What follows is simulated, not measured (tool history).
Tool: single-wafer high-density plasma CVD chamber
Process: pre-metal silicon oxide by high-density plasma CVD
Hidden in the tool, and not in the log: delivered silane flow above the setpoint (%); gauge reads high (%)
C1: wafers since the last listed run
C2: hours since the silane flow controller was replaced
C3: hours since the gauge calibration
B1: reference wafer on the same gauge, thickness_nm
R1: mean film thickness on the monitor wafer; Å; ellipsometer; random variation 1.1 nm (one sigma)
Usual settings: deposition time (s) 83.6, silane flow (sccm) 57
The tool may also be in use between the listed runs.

run 1 hour=0 | deposition_time_(s)=83.6 silane_flow_(sccm)=57 | C1=0 C2=1726.8 C3=17.5 | B1=525.087 | R1=4418.94
run 2 hour=11.8 | deposition_time_(s)=83.6 silane_flow_(sccm)=57 | C1=189 C2=1738.6 C3=29.3 | B1=525.212 | R1=4404.01
run 3 hour=26.3 | deposition_time_(s)=83.6 silane_flow_(sccm)=57 | C1=232 C2=1753.1 C3=43.8 | B1=524.887 | R1=4414.29
run 4 hour=42.4 | deposition_time_(s)=83.6 silane_flow_(sccm)=61 | C1=258 C2=1769.2 C3=59.9 | B1=525.127 | R1=4688.18
run 5 hour=54.1 | deposition_time_(s)=83.6 silane_flow_(sccm)=61 | C1=187 C2=1780.9 C3=71.6 | B1=524.774 | R1=4686.35
run 6 hour=66.2 | deposition_time_(s)=83.6 silane_flow_(sccm)=61 | C1=194 C2=1793 C3=83.7 | B1=524.9 | R1=4656.77
run 7 hour=81.7 | deposition_time_(s)=96.3 silane_flow_(sccm)=57 | C1=248 C2=1808.5 C3=99.2 | B1=524.823 | R1=5088.28
run 8 hour=94.7 | deposition_time_(s)=96.3 silane_flow_(sccm)=57 | C1=208 C2=1821.5 C3=112.2 | B1=524.702 | R1=5071.58
run 9 hour=102.2 | deposition_time_(s)=96.3 silane_flow_(sccm)=57 | C1=120 C2=1829 C3=119.7 | B1=524.999 | R1=5095.94
run 10 hour=116.4 | deposition_time_(s)=83.6 silane_flow_(sccm)=54 | C1=227 C2=1843.2 C3=133.9 | B1=525.038 | R1=4230.48
run 11 hour=125.8 | deposition_time_(s)=83.6 silane_flow_(sccm)=57 | C1=150 C2=1852.6 C3=143.3 | B1=525.189 | R1=4402.45
run 12 hour=131.9 | deposition_time_(s)=83.6 silane_flow_(sccm)=57 | C1=97 C2=1858.7 C3=149.4 | B1=524.998 | R1=4412.91
run 13 hour=145 | deposition_time_(s)=83.6 silane_flow_(sccm)=57 | C1=210 C2=1871.8 C3=162.5 | B1=525.094 | R1=4416.45
run 14 hour=151.7 | deposition_time_(s)=83.6 silane_flow_(sccm)=57 | C1=107 C2=1878.5 C3=169.2 | B1=525.03 | R1=4418.3
run 15 hour=158.3 | deposition_time_(s)=83.6 silane_flow_(sccm)=48 | C1=105 C2=1885.1 C3=175.8 | B1=525.065 | R1=3813.06
run 16 hour=171.1 | deposition_time_(s)=83.6 silane_flow_(sccm)=48 | C1=205 C2=1897.9 C3=188.6 | B1=524.887 | R1=3823
run 17 hour=188.2 | deposition_time_(s)=83.6 silane_flow_(sccm)=48 | C1=274 C2=1915 C3=205.7 | B1=524.87 | R1=3839.2
run 18 hour=203.2 | deposition_time_(s)=83.6 silane_flow_(sccm)=57 | C1=240 C2=1930 C3=220.7 | B1=524.793 | R1=4406.93
run 19 hour=221.1 | deposition_time_(s)=83.6 silane_flow_(sccm)=57 | C1=287 C2=1947.9 C3=238.6 | B1=525.012 | R1=4408.44
run 20 hour=229.9 | deposition_time_(s)=89.6 silane_flow_(sccm)=47 | C1=141 C2=1956.7 C3=247.4 | B1=525.026 | R1=4043.11
run 21 hour=246.4 | deposition_time_(s)=83.6 silane_flow_(sccm)=57 | C1=264 C2=1973.2 C3=263.9 | B1=524.956 | R1=4399.02
run 22 hour=254.4 | deposition_time_(s)=92.3 silane_flow_(sccm)=68 | C1=128 C2=1981.2 C3=271.9 | B1=525.059 | R1=5663.48
run 23 hour=262.1 | deposition_time_(s)=83.6 silane_flow_(sccm)=53 | C1=123 C2=1988.9 C3=279.6 | B1=525.23 | R1=4162.32
run 24 hour=277.2 | deposition_time_(s)=83.6 silane_flow_(sccm)=57 | C1=242 C2=2004 C3=294.7 | B1=524.997 | R1=4418.44
run 25 hour=284.8 | deposition_time_(s)=83.6 silane_flow_(sccm)=57 | C1=122 C2=2011.6 C3=302.3 | B1=525.429 | R1=4413.86
-- hour=330.5 gauge calibrated
-- hour=332.8 silane flow controller replaced
run 26 hour=333.3 | deposition_time_(s)=83.6 silane_flow_(sccm)=57 | C1=650 C2=0.5 C3=2.8 | B1=525.059 | R1=4606.65
run 27 hour=344.1 | deposition_time_(s)=75.4 silane_flow_(sccm)=47 | C1=173 C2=11.3 C3=13.6 | B1=524.984 | R1=3555.97
run 28 hour=353.3 | deposition_time_(s)=83.6 silane_flow_(sccm)=64 | C1=147 C2=20.5 C3=22.8 | B1=525.158 | R1=5093.09
run 29 hour=367.6 | deposition_time_(s)=83.6 silane_flow_(sccm)=68 | C1=229 C2=34.8 C3=37.1 | B1=524.826 | R1=5327.63
run 30 hour=381 | deposition_time_(s)=83.6 silane_flow_(sccm)=57 | C1=215 C2=48.2 C3=50.5 | B1=525.077 | R1=4570.25
run 31 hour=395.2 | deposition_time_(s)=83.6 silane_flow_(sccm)=63 | C1=227 C2=62.4 C3=64.7 | B1=524.904 | R1=4985.2
run 32 hour=408.2 | deposition_time_(s)=88.7 silane_flow_(sccm)=54 | C1=208 C2=75.4 C3=77.7 | B1=524.904 | R1=4666.65
run 33 hour=425.7 | deposition_time_(s)=90.4 silane_flow_(sccm)=65 | C1=280 C2=92.9 C3=95.2 | B1=524.849 | R1=5535.72
run 34 hour=437.1 | deposition_time_(s)=83.6 silane_flow_(sccm)=57 | C1=183 C2=104.3 C3=106.6 | B1=524.998 | R1=4580.93
run 35 hour=452.6 | deposition_time_(s)=83.6 silane_flow_(sccm)=57 | C1=248 C2=119.8 C3=122.1 | B1=524.693 | R1=4561.96
run 36 hour=465.2 | deposition_time_(s)=83.6 silane_flow_(sccm)=57 | C1=202 C2=132.4 C3=134.7 | B1=525.102 | R1=4566.79
run 37 hour=480.3 | deposition_time_(s)=83.6 silane_flow_(sccm)=51 | C1=242 C2=147.5 C3=149.8 | B1=524.916 | R1=4160.44
run 38 hour=489.9 | deposition_time_(s)=95.1 silane_flow_(sccm)=54 | C1=154 C2=157.1 C3=159.4 | B1=524.936 | R1=4933.28
run 39 hour=506 | deposition_time_(s)=70.5 silane_flow_(sccm)=48 | C1=258 C2=173.2 C3=175.5 | B1=524.822 | R1=3324.21

Forecast each of these 3 alternatives for the next run:
run A hour=506.4 | deposition_time_(s)=79.2 silane_flow_(sccm)=57 | C1=6 C2=173.6 C3=175.9 | B1=? | R1=?
run B hour=506.4 | deposition_time_(s)=70.1 silane_flow_(sccm)=51 | C1=6 C2=173.6 C3=175.9 | B1=? | R1=?
run C hour=506.4 | deposition_time_(s)=69.4 silane_flow_(sccm)=64 | C1=6 C2=173.6 C3=175.9 | B1=? | R1=?

run=A B1=525.158 R1=4300.95
run=B B1=525.158 R1=3472.22
run=C B1=525.158 R1=4155.18
Without the tool's hidden state the same runs would have given:
run=A R1=4415.82
run=B R1=3564.95
run=C R1=4266.15
